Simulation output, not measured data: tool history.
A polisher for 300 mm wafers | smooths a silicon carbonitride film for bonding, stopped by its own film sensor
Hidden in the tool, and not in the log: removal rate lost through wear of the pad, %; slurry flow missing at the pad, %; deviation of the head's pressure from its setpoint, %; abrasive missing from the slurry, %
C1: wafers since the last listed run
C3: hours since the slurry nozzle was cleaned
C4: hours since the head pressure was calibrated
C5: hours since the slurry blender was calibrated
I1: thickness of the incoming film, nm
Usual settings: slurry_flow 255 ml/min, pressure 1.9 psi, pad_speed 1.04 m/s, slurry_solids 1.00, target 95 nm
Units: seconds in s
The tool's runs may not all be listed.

Run 1, hour 0.0: usual settings; C1 0; wafers polished on this pad 2022; C3 346.7; C4 68.2; C5 483.2; I1 109.4. Result: seconds 73.7 s.
Run 2, hour 86.8: usual settings but slurry_solids 0.95; C1 455; wafers polished on this pad 2478; C3 433.5; C4 155.0; C5 570.0; I1 109.4. Result: seconds 77.8 s.
At hour 148.4: slurry blender recalibrated.
Run 3, hour 148.9: usual settings; C1 315; wafers polished on this pad 2794; C3 495.6; C4 217.1; C5 0.5; I1 108.8. Result: seconds 67.3 s.
Run 4, hour 198.6: usual settings; C1 261; wafers polished on this pad 3055; C3 545.3; C4 266.8; C5 50.2; I1 111.7. Result: seconds 79.8 s.
At hour 216.2: slurry nozzle cleaned.
At hour 236.2: worn pad replaced by a new one.
Run 5, hour 244.8: usual settings; C1 216; wafers polished on this pad 45; C3 28.6; C4 313.0; C5 96.4; I1 108.1. Result: seconds 64.5 s.
Run 6, hour 285.8: usual settings but pressure 2.1 psi; C1 215; wafers polished on this pad 260; C3 69.6; C4 354.0; C5 137.4; I1 108.5. Result: seconds 59.4 s.
Run 7, hour 373.0: usual settings but pressure 2.1 psi; C1 458; wafers polished on this pad 718; C3 156.8; C4 441.2; C5 224.6; I1 111.5. Result: seconds 72.4 s.
Run 8, hour 555.3: usual settings but target 93 nm; C1 957; wafers polished on this pad 1676; C3 339.1; C4 623.5; C5 406.9; I1 108.9. Result: seconds 80.7 s.
Run 9, hour 613.7: usual settings but pressure 1.5 psi, pad_speed 0.76 m/s, slurry_solids 1.20, target 97 nm; C1 306; wafers polished on this pad 1983; C3 397.5; C4 681.9; C5 465.3; I1 110.0. Result: seconds 96.7 s.
Run 10, hour 708.5: usual settings but slurry_flow 185 ml/min, pad_speed 1.18 m/s, target 92 nm; C1 497; wafers polished on this pad 2481; C3 492.3; C4 776.7; C5 560.1; I1 109.4. Result: seconds 82.2 s.
At hour 713.2: slurry blender recalibrated.
Run 11, hour 808.5: usual settings but slurry_flow 295 ml/min, pressure 2.3 psi, slurry_solids 0.90; C1 514; wafers polished on this pad 2995; C3 592.3; C4 876.7; C5 95.3; I1 111.4. Result: seconds 72.4 s.
Run 12, hour 853.9: usual settings; C1 238; wafers polished on this pad 3234; C3 637.7; C4 922.1; C5 140.7; I1 109.8. Result: seconds 73.6 s.
At hour 876.1: slurry nozzle cleaned.
At hour 879.9: worn pad replaced by a new one.
Run 13, hour 896.0: usual settings; C1 196; wafers polished on this pad 84; C3 19.9; C4 964.2; C5 182.8; I1 109.2. Result: seconds 71.2 s.
At hour 922.1: head pressure recalibrated.
Run 14, hour 972.0: usual settings but slurry_solids 1.15; C1 388; wafers polished on this pad 473; C3 95.9; C4 49.9; C5 258.8; I1 109.5. Result: seconds 67.4 s.
Run 15, hour 1026.8: usual settings but pad_speed 1.26 m/s, target 97 nm; C1 287; wafers polished on this pad 761; C3 150.7; C4 104.7; C5 313.6; I1 111.4. Result: seconds 61.7 s.
Run 16, hour 1064.9: usual settings; C1 200; wafers polished on this pad 961; C3 188.8; C4 142.8; C5 351.7; I1 108.5. Result: seconds 67.1 s.
Run 17, hour 1161.1: usual settings but pad_speed 1.22 m/s; C1 505; wafers polished on this pad 1466; C3 285.0; C4 239.0; C5 447.9; I1 111.0. Result: seconds 70.7 s.
Run 18, hour 1296.6: usual settings but slurry_flow 310 ml/min, pad_speed 0.70 m/s, slurry_solids 1.30; C1 711; wafers polished on this pad 2178; C3 420.5; C4 374.5; C5 583.4; I1 108.4. Result: seconds 85.8 s.
Run 19, hour 1389.4: usual settings but pressure 1.4 psi, pad_speed 0.86 m/s, target 98 nm; C1 487; wafers polished on this pad 2665; C3 513.3; C4 467.3; C5 676.2; I1 112.2. Result: seconds 118.2 s.
At hour 1419.0: slurry blender recalibrated.
At hour 1425.6: slurry nozzle cleaned.
Run 20, hour 1434.5: usual settings but target 92 nm; C1 221; wafers polished on this pad 2886; C3 8.9; C4 512.4; C5 15.5; I1 110.0. Result: seconds 87.9 s.
At hour 1485.4: worn pad replaced by a new one.
Run 21, hour 1537.6: usual settings but pressure 2.1 psi, pad_speed 0.70 m/s, slurry_solids 1.30; C1 520; wafers polished on this pad 274; C3 112.0; C4 615.5; C5 118.6; I1 111.3. Result: seconds 90.6 s.
Run 22, hour 1575.1: usual settings but slurry_flow 200 ml/min, pad_speed 1.26 m/s, slurry_solids 0.90, target 90 nm; C1 196; wafers polished on this pad 471; C3 149.5; C4 653.0; C5 156.1; I1 112.0. Result: seconds 96.0 s.
Run 23, hour 1626.1: usual settings; C1 267; wafers polished on this pad 738; C3 200.5; C4 704.0; C5 207.1; I1 108.7. Result: seconds 65.8 s.
Run 24, hour 1670.3: usual settings but slurry_flow 205 ml/min, pad_speed 0.94 m/s; C1 232; wafers polished on this pad 971; C3 244.7; C4 748.2; C5 251.3; I1 110.2. Result: seconds 82.3 s.
At hour 1681.3: head pressure recalibrated.
Run 25, hour 1733.9: usual settings; C1 323; wafers polished on this pad 1294; C3 308.3; C4 52.6; C5 314.9; I1 108.0. Result: seconds 64.9 s.
Run 26, hour 1802.3: usual settings but target 91 nm; C1 359; wafers polished on this pad 1654; C3 376.7; C4 121.0; C5 383.3; I1 112.2. Result: seconds 111.2 s.
Run 27, hour 1891.3: usual settings but slurry_flow 195 ml/min, pad_speed 1.28 m/s, slurry_solids 1.15, target 100 nm; C1 467; wafers polished on this pad 2121; C3 465.7; C4 210.0; C5 472.3; I1 109.7. Result: seconds 40.5 s.
Run 28, hour 1998.1: usual settings but pressure 2.2 psi, target 98 nm; C1 561; wafers polished on this pad 2682; C3 572.5; C4 316.8; C5 579.1; I1 109.0. Result: seconds 51.8 s.
At hour 2016.8: slurry nozzle cleaned.
At hour 2021.7: worn pad replaced by a new one.
Run 29, hour 2039.0: usual settings but slurry_flow 305 ml/min, pad_speed 1.24 m/s; C1 188; wafers polished on this pad 91; C3 22.2; C4 357.7; C5 620.0; I1 111.2. Result: seconds 76.7 s.

What the log doesn't show, run by run:
removal rate lost through wear of the pad, %: 0 in every run
slurry flow missing at the pad, %: 0 in every run
deviation of the head's pressure from its setpoint, %: 0 in every run
H1: abrasive missing from the slurry, %
run     H1
  1   12.1
  2   16.8
  3   1.69
  4   1.82
  5   2.16
  6   2.65
  7   4.24
  8   10.1
  9   12.6
 10   17.6
 11   2.35
 12   2.89
 13   3.58
 14   5.27
 15   6.86
 16   8.14
 17     12
 18   19.1
 19     25
 20  0.544
 21   1.24
 22   1.76
 23    2.7
 24   3.72
 25   5.55
 26   7.96
 27   11.8
 28   17.5
 29     20
